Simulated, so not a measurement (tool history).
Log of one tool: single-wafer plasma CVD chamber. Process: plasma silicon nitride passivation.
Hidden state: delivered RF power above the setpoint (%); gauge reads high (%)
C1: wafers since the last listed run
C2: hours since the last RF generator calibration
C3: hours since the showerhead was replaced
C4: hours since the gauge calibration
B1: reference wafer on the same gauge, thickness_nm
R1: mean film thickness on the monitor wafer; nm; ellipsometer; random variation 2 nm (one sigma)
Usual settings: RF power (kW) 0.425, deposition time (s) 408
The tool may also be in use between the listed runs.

run 1 day=0 | RF_power_(kW)=0.365 deposition_time_(s)=408 | C1=0 C2=881.6 C3=2622.6 C4=749 | B1=719.002 | R1=593.249
run 2 day=2.429 | RF_power_(kW)=0.365 deposition_time_(s)=408 | C1=334 C2=939.9 C3=2680.9 C4=807.3 | B1=718.917 | R1=597.774
run 3 day=5.171 | RF_power_(kW)=0.45 deposition_time_(s)=351 | C1=377 C2=1005.7 C3=2746.7 C4=873.1 | B1=719.354 | R1=534.917
run 4 day=6.938 | RF_power_(kW)=0.45 deposition_time_(s)=351 | C1=242 C2=1048.1 C3=2789.1 C4=915.5 | B1=718.801 | R1=533.702
run 5 day=8.012 | RF_power_(kW)=0.45 deposition_time_(s)=351 | C1=147 C2=1073.9 C3=2814.9 C4=941.3 | B1=719.449 | R1=530.243
run 6 day=11.012 | RF_power_(kW)=0.425 deposition_time_(s)=408 | C1=412 C2=1145.9 C3=2886.9 C4=1013.3 | B1=719.396 | R1=609.355
run 7 day=13.654 | RF_power_(kW)=0.425 deposition_time_(s)=408 | C1=363 C2=1209.3 C3=2950.3 C4=1076.7 | B1=718.757 | R1=608.311
run 8 day=16.096 | RF_power_(kW)=0.425 deposition_time_(s)=408 | C1=335 C2=1267.9 C3=3008.9 C4=1135.3 | B1=718.597 | R1=610.513
-- day=17.471 RF generator calibrated
run 9 day=17.921 | RF_power_(kW)=0.445 deposition_time_(s)=452 | C1=205 C2=10.8 C3=3052.7 C4=1179.1 | B1=719.183 | R1=689.447
run 10 day=19.592 | RF_power_(kW)=0.425 deposition_time_(s)=364 | C1=229 C2=50.9 C3=3092.8 C4=1219.2 | B1=718.517 | R1=550.428
run 11 day=21.254 | RF_power_(kW)=0.425 deposition_time_(s)=464 | C1=228 C2=90.8 C3=3132.7 C4=1259.1 | B1=718.773 | R1=700.571
-- day=22.95 gauge calibrated
run 12 day=24.212 | RF_power_(kW)=0.425 deposition_time_(s)=464 | C1=406 C2=161.8 C3=3203.7 C4=30.3 | B1=718.899 | R1=701.063
run 13 day=25.954 | RF_power_(kW)=0.425 deposition_time_(s)=464 | C1=239 C2=203.6 C3=3245.5 C4=72.1 | B1=718.703 | R1=701.143
run 14 day=27.942 | RF_power_(kW)=0.385 deposition_time_(s)=339 | C1=273 C2=251.3 C3=3293.2 C4=119.8 | B1=718.851 | R1=503.177
-- day=31.942 showerhead replaced
run 15 day=34.954 | RF_power_(kW)=0.475 deposition_time_(s)=430 | C1=918 C2=419.6 C3=72.3 C4=288.1 | B1=717.928 | R1=662.483
run 16 day=36.875 | RF_power_(kW)=0.395 deposition_time_(s)=348 | C1=264 C2=465.7 C3=118.4 C4=334.2 | B1=718.536 | R1=516.494
run 17 day=39.071 | RF_power_(kW)=0.425 deposition_time_(s)=408 | C1=301 C2=518.4 C3=171.1 C4=386.9 | B1=718.403 | R1=614.178
run 18 day=41.754 | RF_power_(kW)=0.385 deposition_time_(s)=339 | C1=369 C2=582.8 C3=235.5 C4=451.3 | B1=718.866 | R1=501.306
run 19 day=44.488 | RF_power_(kW)=0.4 deposition_time_(s)=444 | C1=375 C2=648.4 C3=301.1 C4=516.9 | B1=719.196 | R1=661.478
run 20 day=46.596 | RF_power_(kW)=0.425 deposition_time_(s)=408 | C1=289 C2=699 C3=351.7 C4=567.5 | B1=719.679 | R1=613.18
run 21 day=50.117 | RF_power_(kW)=0.425 deposition_time_(s)=408 | C1=484 C2=783.5 C3=436.2 C4=652 | B1=718.228 | R1=614.744
run 22 day=51.754 | RF_power_(kW)=0.34 deposition_time_(s)=408 | C1=225 C2=822.8 C3=475.5 C4=691.3 | B1=719.088 | R1=588.661
run 23 day=53.871 | RF_power_(kW)=0.425 deposition_time_(s)=479 | C1=291 C2=873.6 C3=526.3 C4=742.1 | B1=718.523 | R1=718.491
run 24 day=55.608 | RF_power_(kW)=0.47 deposition_time_(s)=408 | C1=238 C2=915.3 C3=568 C4=783.8 | B1=717.951 | R1=628.601
run 25 day=56.804 | RF_power_(kW)=0.505 deposition_time_(s)=356 | C1=164 C2=944 C3=596.7 C4=812.5 | B1=718.773 | R1=552.241
run 26 day=58.196 | RF_power_(kW)=0.425 deposition_time_(s)=408 | C1=191 C2=977.4 C3=630.1 C4=845.9 | B1=718.815 | R1=608.734

5 ways to go on from here, each from the tool as it stands after run 26. What would each give?
run A day=58.217 | RF_power_(kW)=0.495 deposition_time_(s)=408 | C1=2 C2=977.9 C3=630.6 C4=846.4 | B1=? | R1=?
run B day=58.217 | RF_power_(kW)=0.395 deposition_time_(s)=384 | C1=2 C2=977.9 C3=630.6 C4=846.4 | B1=? | R1=?
run C day=58.217 | RF_power_(kW)=0.405 deposition_time_(s)=487 | C1=2 C2=977.9 C3=630.6 C4=846.4 | B1=? | R1=?
run D day=58.217 | RF_power_(kW)=0.475 deposition_time_(s)=386 | C1=2 C2=977.9 C3=630.6 C4=846.4 | B1=? | R1=?
run E day=58.217 | RF_power_(kW)=0.345 deposition_time_(s)=472 | C1=2 C2=977.9 C3=630.6 C4=846.4 | B1=? | R1=?

run=A B1=718.981 R1=630.59
run=B B1=718.981 R1=567.351
run=C B1=718.981 R1=723.009
run=D B1=718.981 R1=591.547
run=E B1=718.981 R1=679.914
Without the tool's hidden state the same runs would have given:
run=A R1=638.14
run=B R1=574.143
run=C R1=731.665
run=D R1=598.629
run=E R1=688.054
